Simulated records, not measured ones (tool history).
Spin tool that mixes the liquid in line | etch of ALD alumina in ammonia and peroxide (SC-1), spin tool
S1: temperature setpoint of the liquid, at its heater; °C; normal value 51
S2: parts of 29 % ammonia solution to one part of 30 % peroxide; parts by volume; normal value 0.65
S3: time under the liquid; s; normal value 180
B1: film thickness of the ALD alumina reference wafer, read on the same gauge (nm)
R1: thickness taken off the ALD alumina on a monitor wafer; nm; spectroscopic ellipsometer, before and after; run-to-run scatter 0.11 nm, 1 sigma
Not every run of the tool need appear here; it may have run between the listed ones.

run     day    S1    S2   S3     B1     R1
  1       0    51  0.65  180  48.85  11.51
  2   2.688    51  0.65  180  48.75  11.63
  3   3.946    51  0.65  180  48.69  11.49
  4   5.346    51  0.65  180  48.59  11.54
      7.438  -- ammonia flow meter replaced
  5   8.217    51  0.65  180   48.4  11.52
  6  10.708    51   0.8  180  48.21  11.69
  7  12.321    51  0.65  180  48.13  11.28
     13.812  -- new drum of ammonia solution connected
  8   14.55  43.5  0.65  180  47.94   7.43
      16.55  -- heated supply line repaired
  9   17.25    51  0.65  220  47.71  13.86
 10  18.454    51  0.65  220  47.63  13.83
 11  21.529    51  0.65  220  47.36  13.61
     22.083  -- thermometer replaced
     23.154  -- gauge calibrated
 12  23.562    51  0.65  180  49.77  11.86
     26.088  -- ammonia flow meter replaced
 13  26.342    51  0.65  220  49.73  14.52
 14  27.488    56  0.65  180  49.75  15.39
 15  29.308    51  0.65  180  49.71  11.86
 16  32.171    51  0.65  180  49.69  11.57
 17  34.425    57   0.4  180  49.65  15.45
 18  35.517    51  0.65  180   49.6  11.87
 19  36.767    46  0.65   90  49.61   4.43
 20  38.942    51  0.65   75  49.54   4.94
     39.008  -- new drum of ammonia solution connected
 21  41.417  46.5  0.85  130  49.49   6.78
 22  43.629    42  0.65  215  49.37   8.35
     44.675  -- ammonia flow meter replaced
 23  46.696    51  0.65  250  49.27  16.14
 24  48.812  54.5   0.9  110   49.2   8.79

Consider 4 possible next runs. They are alternatives, not a sequence: every one starts from the tool as it was left by run 24. What does each give?
  A  48.833  51   0.9  180   ?   ?
  B  48.833  51  0.55  215   ?   ?
  C  48.833  51  0.95  135   ?   ?
  D  48.833  51  0.65  105   ?   ?

run     B1     R1
  A  49.21  12.15
  B  49.21  13.85
  C  49.21   9.16
  D  49.21   6.87
Take away the tool's hidden state, keep each run's random variation, and the runs would have read:
run     R1
  A  12.35
  B  14.08
  C   9.31
  D   6.98
